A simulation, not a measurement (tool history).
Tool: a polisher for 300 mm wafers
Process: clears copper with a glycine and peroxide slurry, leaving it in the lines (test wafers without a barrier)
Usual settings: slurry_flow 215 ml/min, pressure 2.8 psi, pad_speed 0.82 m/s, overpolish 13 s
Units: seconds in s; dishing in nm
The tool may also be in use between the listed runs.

run  hour  slurry_flow  pressure  pad_speed  overpolish  wafers since the last listed run  wafers polished on this pad  hours since the slurry nozzle was cleaned  hours since the head pressure was calibrated  incoming thickness of the incoming film, nm  seconds  dishing
  1     0          215       2.8       0.82          18                                 0                          565                                      405.1                                         469.7                                        672.9    132.6     52.5
  2   8.6          215       2.8       0.68          13                                73                          638                                      413.7                                         478.3                                        672.1      151     38.2
     13.8  -- worn pad replaced by a new one
  3  20.5          215       2.8       0.82          17                                67                           57                                      425.6                                         490.2                                        672.3    119.4     57.8
  4  27.7          215       2.8       0.82          13                                61                          118                                      432.8                                         497.4                                        659.5    117.3     45.7
  5  42.8          215       2.8       0.82          13                               128                          247                                      447.9                                         512.5                                          665    120.4       43
  6  55.7          215       2.8       0.82          13                               109                          357                                      460.8                                         525.4                                        673.4    127.8     43.1
  7  73.5          215       2.8       0.82          13                               151                          509                                      478.6                                         543.2                                        676.9      129     44.7
     93.5  -- worn pad replaced by a new one
  8    94          215       2.8       0.82          13                               140                            4                                      499.1                                         563.7                                        676.5    120.1       46
  9  98.2          150       2.8       0.96          13                                35                           39                                      503.3                                         567.9                                        673.4    113.3     47.4

Run 10 comes next. What will it give?
     101.3  -- slurry nozzle cleaned
 10  114.9          275       2.2       1.06          13                               133                          173                                       13.6                                         584.6                                        670.5        ?        ?

Run 10 gave seconds 126.8 s, dishing 44.4 nm.
Without the tool's hidden state the same run would have given seconds 121.1 s, dishing 46.1 nm.
